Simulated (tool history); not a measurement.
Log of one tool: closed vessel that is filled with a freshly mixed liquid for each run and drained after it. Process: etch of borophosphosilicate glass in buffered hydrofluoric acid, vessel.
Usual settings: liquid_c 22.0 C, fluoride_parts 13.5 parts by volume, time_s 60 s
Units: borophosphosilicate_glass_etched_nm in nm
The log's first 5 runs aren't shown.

run,hour,liquid_c,fluoride_parts,time_s,wafers since the last listed run,hours since the thermometer was replaced,hours since the hydrofluoric acid flow meter was replaced,hours since the gauge calibration,"read-back film thickness of the borophosphosilicate glass reference wafer, read on the same gauge (nm)",borophosphosilicate_glass_etched_nm
# hour 302.0: gauge calibrated
6,344.8,22.0,13.5,60,17226,209.3,1004.1,42.8,99.99,87.97
7,369.3,22.0,13.5,60,3570,233.8,1028.6,67.3,99.99,87.19
# hour 402.9: hydrofluoric acid flow meter replaced
8,403.4,22.0,13.5,60,4824,267.9,0.5,101.4,100.03,86.75
9,431.6,22.0,13.5,60,4109,296.1,28.7,129.6,99.98,87.01
10,459.4,22.0,13.5,60,4051,323.9,56.5,157.4,99.99,86.91
11,531.3,22.0,13.5,60,10478,395.8,128.4,229.3,99.99,86.59
12,558.7,22.0,16.0,60,3993,423.2,155.8,256.7,100.00,73.62
13,621.6,22.0,16.0,60,9167,486.1,218.7,319.6,100.02,73.42
14,662.2,22.0,13.5,60,5917,526.7,259.3,360.2,99.99,85.73
15,714.9,22.0,11.0,50,7680,579.4,312.0,412.9,100.00,87.60
16,760.5,22.0,13.5,30,6645,625.0,357.6,458.5,100.00,43.24
17,812.3,24.0,13.5,60,7549,676.8,409.4,510.3,100.01,95.10
# hour 909.5: thermometer replaced
18,996.8,24.5,13.5,60,26743,87.3,593.9,694.8,99.99,101.04
19,1039.5,18.5,10.0,70,6223,130.0,636.6,737.5,99.99,114.38
20,1098.7,17.5,18.0,50,8627,189.2,695.8,796.7,100.00,43.09
21,1138.8,25.5,13.5,80,5844,229.3,735.9,836.8,100.00,141.67
22,1170.5,19.5,13.5,60,4619,261.0,767.6,868.5,99.99,76.40
23,1234.5,19.0,12.0,60,9327,325.0,831.6,932.5,100.02,82.97
24,1283.2,23.5,9.0,95,7097,373.7,880.3,981.2,100.00,216.50
25,1320.5,22.0,17.5,75,5436,411.0,917.6,1018.5,100.00,84.00
26,1352.5,22.0,13.5,60,4663,443.0,949.6,1050.5,100.00,86.33
27,1384.7,22.0,16.5,35,4692,475.2,981.8,1082.7,100.00,41.17

Run 28 comes next. What will it give?
28,1418.2,22.0,8.5,60,4882,508.7,1015.3,1116.2,?,?

Run 28 gave read-back film thickness of the borophosphosilicate glass reference wafer, read on the same gauge (nm) 99.98, borophosphosilicate_glass_etched_nm 132.10 nm.
Without the tool's hidden state the same run would have given borophosphosilicate_glass_etched_nm 135.90 nm.
